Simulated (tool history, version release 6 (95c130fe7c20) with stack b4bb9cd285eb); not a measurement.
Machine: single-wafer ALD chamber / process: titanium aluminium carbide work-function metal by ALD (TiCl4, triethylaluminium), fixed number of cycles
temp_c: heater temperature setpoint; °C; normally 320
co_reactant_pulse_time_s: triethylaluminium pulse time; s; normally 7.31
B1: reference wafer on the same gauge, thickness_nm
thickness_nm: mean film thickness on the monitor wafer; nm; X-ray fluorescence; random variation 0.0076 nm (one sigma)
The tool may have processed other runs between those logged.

Run 1, hour 0: usual settings; B1 2.331. Result: thickness_nm 1.992 nm.
Run 2, hour 6.5: usual settings; B1 2.331. Result: thickness_nm 1.996 nm.
Run 3, hour 23.7: usual settings; B1 2.33. Result: thickness_nm 1.994 nm.
Run 4, hour 31: usual settings; B1 2.331. Result: thickness_nm 1.975 nm.
Run 5, hour 39.9: usual settings; B1 2.328. Result: thickness_nm 1.985 nm.
Run 6, hour 52.4: usual settings but co_reactant_pulse_time_s 6.13 s; B1 2.328. Result: thickness_nm 1.852 nm.
Run 7, hour 69.3: usual settings but co_reactant_pulse_time_s 6.13 s; B1 2.329. Result: thickness_nm 1.858 nm.
Run 8, hour 81.9: usual settings; B1 2.331. Result: thickness_nm 1.987 nm.
Run 9, hour 95: usual settings; B1 2.332. Result: thickness_nm 1.981 nm.
Run 10, hour 102.9: usual settings; B1 2.331. Result: thickness_nm 1.983 nm.
Run 11, hour 119.1: usual settings; B1 2.33. Result: thickness_nm 2 nm.
At hour 136.3: thermocouple changed; heater temperature recalibrated.
Run 12, hour 160.9: usual settings; B1 2.326. Result: thickness_nm 1.974 nm.
Run 13, hour 172.6: usual settings; B1 2.331. Result: thickness_nm 1.989 nm.
Run 14, hour 179.6: usual settings; B1 2.332. Result: thickness_nm 1.976 nm.
Run 15, hour 187.7: usual settings but temp_c 316 °C, co_reactant_pulse_time_s 6.54 s; B1 2.331. Result: thickness_nm 1.851 nm.
Run 16, hour 205: usual settings but temp_c 313 °C, co_reactant_pulse_time_s 8.57 s; B1 2.331. Result: thickness_nm 2.032 nm.
At hour 225.6: triethylaluminium bottle replaced.
At hour 231.4: showerhead replaced.
Run 17, hour 233.6: usual settings but temp_c 326 °C, co_reactant_pulse_time_s 8.32 s; B1 2.332. Result: thickness_nm 2.253 nm.
Run 18, hour 242.1: usual settings but co_reactant_pulse_time_s 8.33 s; B1 2.332. Result: thickness_nm 2.205 nm.
Run 19, hour 257.6: usual settings; B1 2.327. Result: thickness_nm 2.137 nm.
At hour 271.3: gauge calibrated.
Run 20, hour 271.4: usual settings but temp_c 315 °C, co_reactant_pulse_time_s 9.77 s; B1 2.331. Result: thickness_nm 2.214 nm.
Run 21, hour 286.7: usual settings; B1 2.328. Result: thickness_nm 2.111 nm.
Run 22, hour 297.7: usual settings; B1 2.328. Result: thickness_nm 2.11 nm.
Run 23, hour 306.9: usual settings but temp_c 334 °C, co_reactant_pulse_time_s 8.38 s; B1 2.329. Result: thickness_nm 2.286 nm.
Run 24, hour 318.2: usual settings but co_reactant_pulse_time_s 9.95 s; B1 2.326. Result: thickness_nm 2.256 nm.
Run 25, hour 334.1: usual settings; B1 2.333. Result: thickness_nm 2.09 nm.
Run 26, hour 345.8: usual settings but temp_c 328 °C, co_reactant_pulse_time_s 4.4 s; B1 2.334. Result: thickness_nm 1.698 nm.
Run 27, hour 358.5: usual settings but temp_c 332 °C, co_reactant_pulse_time_s 9.89 s; B1 2.33. Result: thickness_nm 2.326 nm.
Run 28, hour 368.7: usual settings but temp_c 334 °C, co_reactant_pulse_time_s 6.36 s; B1 2.325. Result: thickness_nm 2.082 nm.

4 ways to go on from here, each from the tool as it stands after run 28. What would each give?
Run A, hour 369.1: usual settings but temp_c 329 °C; B1 ?. Result: thickness_nm ?.
Run B, hour 369.1: usual settings but temp_c 328 °C, co_reactant_pulse_time_s 9.11 s; B1 ?. Result: thickness_nm ?.
Run C, hour 369.1: usual settings but co_reactant_pulse_time_s 8.6 s; B1 ?. Result: thickness_nm ?.
Run D, hour 369.1: usual settings but temp_c 312 °C, co_reactant_pulse_time_s 10.02 s; B1 ?. Result: thickness_nm ?.

run     B1  thickness_nm
  A  2.335         2.141
  B  2.335          2.26
  C  2.335         2.169
  D  2.335         2.172
Without the tool's hidden state the same runs would have given:
run  thickness_nm
  A         2.228
  B         2.318
  C         2.233
  D         2.216
